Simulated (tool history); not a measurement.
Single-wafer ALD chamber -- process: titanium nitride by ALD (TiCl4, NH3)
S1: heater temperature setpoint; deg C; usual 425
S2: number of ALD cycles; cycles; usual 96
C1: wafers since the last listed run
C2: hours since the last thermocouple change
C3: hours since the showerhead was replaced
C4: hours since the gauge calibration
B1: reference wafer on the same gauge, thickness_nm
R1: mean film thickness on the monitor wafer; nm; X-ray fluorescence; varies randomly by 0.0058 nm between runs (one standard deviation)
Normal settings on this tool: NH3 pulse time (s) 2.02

run 1 hour=0 | S1=425 S2=96 NH3_pulse_time_(s)=1.66 | C1=0 C2=981.6 C3=5753.2 C4=507.5 | B1=2.397 | R1=2.315
run 2 hour=14.8 | S1=425 S2=96 NH3_pulse_time_(s)=1.66 | C1=30 C2=996.4 C3=5768 C4=522.3 | B1=2.398 | R1=2.314
run 3 hour=27.5 | S1=425 S2=96 NH3_pulse_time_(s)=1.66 | C1=25 C2=1009.1 C3=5780.7 C4=535 | B1=2.398 | R1=2.33
run 4 hour=40.7 | S1=425 S2=96 NH3_pulse_time_(s)=2.02 | C1=26 C2=1022.3 C3=5793.9 C4=548.2 | B1=2.397 | R1=2.346
run 5 hour=69.5 | S1=425 S2=96 NH3_pulse_time_(s)=2.02 | C1=58 C2=1051.1 C3=5822.7 C4=577 | B1=2.399 | R1=2.355
run 6 hour=99.2 | S1=425 S2=96 NH3_pulse_time_(s)=2.02 | C1=60 C2=1080.8 C3=5852.4 C4=606.7 | B1=2.399 | R1=2.34
run 7 hour=120.5 | S1=425 S2=105 NH3_pulse_time_(s)=2.02 | C1=43 C2=1102.1 C3=5873.7 C4=628 | B1=2.402 | R1=2.57
run 8 hour=156 | S1=425 S2=105 NH3_pulse_time_(s)=2.02 | C1=71 C2=1137.6 C3=5909.2 C4=663.5 | B1=2.402 | R1=2.572
run 9 hour=181.6 | S1=432 S2=96 NH3_pulse_time_(s)=2.02 | C1=51 C2=1163.2 C3=5934.8 C4=689.1 | B1=2.403 | R1=2.349
run 10 hour=200.9 | S1=425 S2=96 NH3_pulse_time_(s)=2.02 | C1=39 C2=1182.5 C3=5954.1 C4=708.4 | B1=2.406 | R1=2.358
run 11 hour=214.2 | S1=425 S2=96 NH3_pulse_time_(s)=2.02 | C1=26 C2=1195.8 C3=5967.4 C4=721.7 | B1=2.406 | R1=2.356
run 12 hour=278.9 | S1=425 S2=96 NH3_pulse_time_(s)=2.02 | C1=131 C2=1260.5 C3=6032.1 C4=786.4 | B1=2.409 | R1=2.349
run 13 hour=297.5 | S1=425 S2=96 NH3_pulse_time_(s)=2.02 | C1=37 C2=1279.1 C3=6050.7 C4=805 | B1=2.411 | R1=2.358
run 14 hour=320.3 | S1=425 S2=96 NH3_pulse_time_(s)=2.02 | C1=46 C2=1301.9 C3=6073.5 C4=827.8 | B1=2.411 | R1=2.361
run 15 hour=345.7 | S1=425 S2=96 NH3_pulse_time_(s)=2.02 | C1=51 C2=1327.3 C3=6098.9 C4=853.2 | B1=2.413 | R1=2.37
run 16 hour=373.1 | S1=414 S2=96 NH3_pulse_time_(s)=2.02 | C1=55 C2=1354.7 C3=6126.3 C4=880.6 | B1=2.415 | R1=2.358
-- hour=396.1 gauge calibrated
run 17 hour=404.5 | S1=425 S2=96 NH3_pulse_time_(s)=1.76 | C1=63 C2=1386.1 C3=6157.7 C4=8.4 | B1=2.391 | R1=2.321
run 18 hour=451.1 | S1=425 S2=80 NH3_pulse_time_(s)=2.02 | C1=94 C2=1432.7 C3=6204.3 C4=55 | B1=2.39 | R1=1.94
run 19 hour=474.8 | S1=431 S2=83 NH3_pulse_time_(s)=1.27 | C1=48 C2=1456.4 C3=6228 C4=78.7 | B1=2.391 | R1=1.97
run 20 hour=494.4 | S1=415 S2=84 NH3_pulse_time_(s)=2.02 | C1=39 C2=1476 C3=6247.6 C4=98.3 | B1=2.391 | R1=2.044
run 21 hour=520.2 | S1=425 S2=96 NH3_pulse_time_(s)=2.02 | C1=52 C2=1501.8 C3=6273.4 C4=124.1 | B1=2.392 | R1=2.337
run 22 hour=549 | S1=413 S2=113 NH3_pulse_time_(s)=2.02 | C1=58 C2=1530.6 C3=6302.2 C4=152.9 | B1=2.393 | R1=2.735
-- hour=566.1 thermocouple changed; heater temperature recalibrated
run 23 hour=572.3 | S1=412 S2=77 NH3_pulse_time_(s)=2.02 | C1=31 C2=6.2 C3=6325.5 C4=176.2 | B1=2.392 | R1=1.866
run 24 hour=586.6 | S1=425 S2=87 NH3_pulse_time_(s)=1.67 | C1=28 C2=20.5 C3=6339.8 C4=190.5 | B1=2.392 | R1=2.096
-- hour=649.7 showerhead replaced
run 25 hour=673.5 | S1=413 S2=113 NH3_pulse_time_(s)=2.02 | C1=159 C2=107.4 C3=23.8 C4=277.4 | B1=2.394 | R1=2.745
run 26 hour=687.5 | S1=435 S2=104 NH3_pulse_time_(s)=2.44 | C1=28 C2=121.4 C3=37.8 C4=291.4 | B1=2.395 | R1=2.56
run 27 hour=722.4 | S1=429 S2=96 NH3_pulse_time_(s)=2.02 | C1=70 C2=156.3 C3=72.7 C4=326.3 | B1=2.394 | R1=2.337
run 28 hour=751.5 | S1=436 S2=96 NH3_pulse_time_(s)=2.02 | C1=58 C2=185.4 C3=101.8 C4=355.4 | B1=2.395 | R1=2.342
run 29 hour=781.5 | S1=425 S2=103 NH3_pulse_time_(s)=1.38 | C1=60 C2=215.4 C3=131.8 C4=385.4 | B1=2.396 | R1=2.462
run 30 hour=793.7 | S1=432 S2=77 NH3_pulse_time_(s)=2.02 | C1=24 C2=227.6 C3=144 C4=397.6 | B1=2.395 | R1=1.878
run 31 hour=823.4 | S1=417 S2=83 NH3_pulse_time_(s)=2.02 | C1=60 C2=257.3 C3=173.7 C4=427.3 | B1=2.397 | R1=2.017
run 32 hour=849.8 | S1=425 S2=103 NH3_pulse_time_(s)=1.38 | C1=53 C2=283.7 C3=200.1 C4=453.7 | B1=2.398 | R1=2.453

Pick out some run-to-run changes in R1. Of each, how much would a tool without hidden state show as well, from the settings, what came in and chance, and how much is left for the hidden state and any gauge scatter not in both results compared?
Hidden conditions of the tool in this case: wafer temperature above the value expected at the setpoint (K); gauge reads high (%).
Run 7 -> 8: no setting changed, nothing entered. R1 +0.002 nm: hidden state +0.003, all else -0.001.
Run 11 -> 12: no setting changed, nothing entered. R1 -0.007 nm: hidden state +0.003, all else -0.01.
Run 16 -> 17: S1 414 -> 425, NH3 pulse time (s) 2.02 -> 1.76, gauge calibrated. R1 -0.037 nm: hidden state -0.023, all else -0.014.
Run 22 -> 23: S1 413 -> 412, S2 113 -> 77, thermocouple changed; heater temperature recalibrated. R1 -0.869 nm: hidden state +0, all else -0.869.
Run 24 -> 25: S1 425 -> 413, S2 87 -> 113, NH3 pulse time (s) 1.67 -> 2.02, showerhead replaced. R1 +0.649 nm: hidden state +0.002, all else +0.647.
Run 29 -> 30: S1 425 -> 432, S2 103 -> 77, NH3 pulse time (s) 1.38 -> 2.02. R1 -0.584 nm: hidden state -0.001, all else -0.583.
